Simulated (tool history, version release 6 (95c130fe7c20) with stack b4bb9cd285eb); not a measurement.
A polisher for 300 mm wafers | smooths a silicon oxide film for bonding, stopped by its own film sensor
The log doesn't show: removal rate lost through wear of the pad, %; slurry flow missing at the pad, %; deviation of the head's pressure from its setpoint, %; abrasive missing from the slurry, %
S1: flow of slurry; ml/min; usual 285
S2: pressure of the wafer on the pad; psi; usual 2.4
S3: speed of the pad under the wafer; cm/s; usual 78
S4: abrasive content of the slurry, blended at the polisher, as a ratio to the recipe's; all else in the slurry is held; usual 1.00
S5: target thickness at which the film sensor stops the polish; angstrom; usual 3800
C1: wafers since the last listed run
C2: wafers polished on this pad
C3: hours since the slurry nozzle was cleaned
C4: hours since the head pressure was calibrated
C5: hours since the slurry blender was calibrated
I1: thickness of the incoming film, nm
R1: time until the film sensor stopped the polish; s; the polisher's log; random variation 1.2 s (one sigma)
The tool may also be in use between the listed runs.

{"run": 1, "hour": 0.0, "S1": 285, "S2": 2.2, "S3": 78, "S4": 1.0, "S5": 3800, "C1": 0, "C2": 3880, "C3": 111.7, "C4": 609.3, "C5": 51.4, "I1": 434.1, "R1": 91.9}
{"hour": 7.2, "done": "worn pad replaced by a new one"}
{"run": 2, "hour": 43.4, "S1": 285, "S2": 2.2, "S3": 78, "S4": 1.0, "S5": 3800, "C1": 329, "C2": 302, "C3": 155.1, "C4": 652.7, "C5": 94.8, "I1": 441.4, "R1": 95.9}
{"run": 3, "hour": 96.8, "S1": 285, "S2": 2.4, "S3": 78, "S4": 1.0, "S5": 3800, "C1": 446, "C2": 748, "C3": 208.5, "C4": 706.1, "C5": 148.2, "I1": 439.6, "R1": 85.3}
{"run": 4, "hour": 138.3, "S1": 285, "S2": 2.4, "S3": 78, "S4": 1.0, "S5": 3800, "C1": 346, "C2": 1095, "C3": 250.0, "C4": 747.6, "C5": 189.7, "I1": 440.6, "R1": 86.9}
{"run": 5, "hour": 197.8, "S1": 230, "S2": 2.4, "S3": 78, "S4": 1.0, "S5": 3800, "C1": 497, "C2": 1592, "C3": 309.5, "C4": 807.1, "C5": 249.2, "I1": 444.4, "R1": 93.6}
{"run": 6, "hour": 256.0, "S1": 220, "S2": 2.4, "S3": 78, "S4": 1.0, "S5": 3800, "C1": 486, "C2": 2078, "C3": 367.7, "C4": 865.3, "C5": 307.4, "I1": 439.2, "R1": 88.9}
{"run": 7, "hour": 327.7, "S1": 285, "S2": 3.0, "S3": 78, "S4": 1.0, "S5": 3800, "C1": 598, "C2": 2677, "C3": 439.4, "C4": 937.0, "C5": 379.1, "I1": 435.6, "R1": 68.1}
{"hour": 412.2, "done": "slurry blender recalibrated"}
{"run": 8, "hour": 424.0, "S1": 285, "S2": 3.0, "S3": 78, "S4": 1.0, "S5": 3800, "C1": 787, "C2": 3465, "C3": 535.7, "C4": 1033.3, "C5": 11.8, "I1": 432.4, "R1": 68.2}
{"hour": 452.1, "done": "worn pad replaced by a new one"}
{"run": 9, "hour": 470.1, "S1": 285, "S2": 2.4, "S3": 78, "S4": 1.0, "S5": 3800, "C1": 351, "C2": 150, "C3": 581.8, "C4": 1079.4, "C5": 57.9, "I1": 440.8, "R1": 87.8}
{"hour": 508.2, "done": "slurry nozzle cleaned"}
{"run": 10, "hour": 527.4, "S1": 285, "S2": 2.4, "S3": 78, "S4": 0.9, "S5": 3800, "C1": 470, "C2": 620, "C3": 19.2, "C4": 1136.7, "C5": 115.2, "I1": 432.2, "R1": 77.9}
{"run": 11, "hour": 556.7, "S1": 285, "S2": 2.4, "S3": 78, "S4": 1.0, "S5": 3590, "C1": 244, "C2": 865, "C3": 48.5, "C4": 1166.0, "C5": 144.5, "I1": 439.3, "R1": 118.9}
{"run": 12, "hour": 616.4, "S1": 285, "S2": 2.8, "S3": 78, "S4": 1.0, "S5": 3920, "C1": 498, "C2": 1364, "C3": 108.2, "C4": 1225.7, "C5": 204.2, "I1": 439.8, "R1": 63.4}
{"run": 13, "hour": 675.6, "S1": 285, "S2": 1.6, "S3": 94, "S4": 1.25, "S5": 3800, "C1": 494, "C2": 1858, "C3": 167.4, "C4": 1284.9, "C5": 263.4, "I1": 433.3, "R1": 84.8}
{"hour": 681.1, "done": "head pressure recalibrated"}
{"run": 14, "hour": 702.0, "S1": 205, "S2": 3.1, "S3": 90, "S4": 1.15, "S5": 3800, "C1": 203, "C2": 2062, "C3": 193.8, "C4": 20.9, "C5": 289.8, "I1": 437.3, "R1": 58.6}
{"run": 15, "hour": 765.7, "S1": 375, "S2": 1.9, "S3": 94, "S4": 0.75, "S5": 3800, "C1": 532, "C2": 2594, "C3": 257.5, "C4": 84.6, "C5": 353.5, "I1": 438.6, "R1": 104.7}
{"run": 16, "hour": 814.1, "S1": 240, "S2": 3.1, "S3": 78, "S4": 1.0, "S5": 3800, "C1": 404, "C2": 2999, "C3": 305.9, "C4": 133.0, "C5": 401.9, "I1": 440.2, "R1": 73.5}
{"run": 17, "hour": 842.3, "S1": 285, "S2": 2.4, "S3": 78, "S4": 1.0, "S5": 3800, "C1": 235, "C2": 3234, "C3": 334.1, "C4": 161.2, "C5": 430.1, "I1": 449.0, "R1": 104.7}
{"run": 18, "hour": 871.5, "S1": 235, "S2": 2.6, "S3": 78, "S4": 1.0, "S5": 3800, "C1": 243, "C2": 3478, "C3": 363.3, "C4": 190.4, "C5": 459.3, "I1": 444.5, "R1": 97.1}
{"hour": 897.7, "done": "slurry blender recalibrated"}
{"run": 19, "hour": 938.0, "S1": 285, "S2": 3.1, "S3": 78, "S4": 1.0, "S5": 3800, "C1": 538, "C2": 4017, "C3": 429.8, "C4": 256.9, "C5": 40.3, "I1": 433.9, "R1": 71.3}
{"hour": 984.7, "done": "worn pad replaced by a new one"}
{"run": 20, "hour": 996.3, "S1": 285, "S2": 2.9, "S3": 52, "S4": 0.9, "S5": 3800, "C1": 453, "C2": 96, "C3": 488.1, "C4": 315.2, "C5": 98.6, "I1": 438.5, "R1": 105.5}
{"run": 21, "hour": 1067.4, "S1": 285, "S2": 2.9, "S3": 78, "S4": 0.9, "S5": 3800, "C1": 593, "C2": 690, "C3": 559.2, "C4": 386.3, "C5": 169.7, "I1": 438.8, "R1": 76.9}
{"hour": 1082.2, "done": "slurry nozzle cleaned"}
{"run": 22, "hour": 1136.3, "S1": 360, "S2": 3.1, "S3": 78, "S4": 1.0, "S5": 3800, "C1": 567, "C2": 1257, "C3": 54.1, "C4": 455.2, "C5": 238.6, "I1": 444.6, "R1": 75.3}
{"run": 23, "hour": 1170.1, "S1": 285, "S2": 2.4, "S3": 78, "S4": 1.0, "S5": 3800, "C1": 282, "C2": 1540, "C3": 87.9, "C4": 489.0, "C5": 272.4, "I1": 435.3, "R1": 81.6}
{"run": 24, "hour": 1206.8, "S1": 285, "S2": 2.4, "S3": 78, "S4": 1.0, "S5": 3800, "C1": 306, "C2": 1846, "C3": 124.6, "C4": 525.7, "C5": 309.1, "I1": 439.5, "R1": 87.4}
{"run": 25, "hour": 1275.7, "S1": 285, "S2": 2.8, "S3": 66, "S4": 1.15, "S5": 4010, "C1": 575, "C2": 2422, "C3": 193.5, "C4": 594.6, "C5": 378.0, "I1": 446.1, "R1": 63.9}
{"run": 26, "hour": 1332.1, "S1": 285, "S2": 2.4, "S3": 78, "S4": 1.0, "S5": 3800, "C1": 471, "C2": 2893, "C3": 249.9, "C4": 651.0, "C5": 434.4, "I1": 442.2, "R1": 94.5}
{"hour": 1385.5, "done": "slurry blender recalibrated"}
{"hour": 1392.6, "done": "worn pad replaced by a new one"}
{"run": 27, "hour": 1396.8, "S1": 285, "S2": 1.8, "S3": 60, "S4": 1.0, "S5": 3800, "C1": 490, "C2": 35, "C3": 314.6, "C4": 715.7, "C5": 11.3, "I1": 433.9, "R1": 119.0}
{"run": 28, "hour": 1424.7, "S1": 285, "S2": 2.4, "S3": 58, "S4": 1.0, "S5": 3800, "C1": 233, "C2": 268, "C3": 342.5, "C4": 743.6, "C5": 39.2, "I1": 440.0, "R1": 111.2}
{"run": 29, "hour": 1563.9, "S1": 285, "S2": 2.4, "S3": 100, "S4": 0.85, "S5": 3800, "C1": 1162, "C2": 1431, "C3": 481.7, "C4": 882.8, "C5": 178.4, "I1": 440.2, "R1": 77.6}
{"run": 30, "hour": 1614.3, "S1": 285, "S2": 3.0, "S3": 90, "S4": 1.0, "S5": 3690, "C1": 421, "C2": 1852, "C3": 532.1, "C4": 933.2, "C5": 228.8, "I1": 443.7, "R1": 81.0}

Hidden state or all else? Some run-to-run changes of R1, split into what the settings, what came in and random variation would give without the hidden state, and what is left for the hidden state (with any gauge scatter that isn't in both results):
Run 1 -> 2: worn pad replaced by a new one. R1 +4.0 s: hidden state -8.4, all else +12.4.
Run 8 -> 9: S2 3.0 -> 2.4, worn pad replaced by a new one. R1 +19.6 s: hidden state -4.2, all else +23.8.
Run 10 -> 11: S4 0.90 -> 1.00, S5 3800 -> 3590. R1 +41.0 s: hidden state +0.5, all else +40.5.
Run 11 -> 12: S2 2.4 -> 2.8, S5 3590 -> 3920. R1 -55.5 s: hidden state -0.1, all else -55.4.
Run 14 -> 15: S1 205 -> 375, S2 3.1 -> 1.9, S3 90 -> 94, S4 1.15 -> 0.75. R1 +46.1 s: hidden state +2.6, all else +43.5.
Run 19 -> 20: S2 3.1 -> 2.9, S3 78 -> 52, S4 1.00 -> 0.90, worn pad replaced by a new one. R1 +34.2 s: hidden state -6.0, all else +40.2.
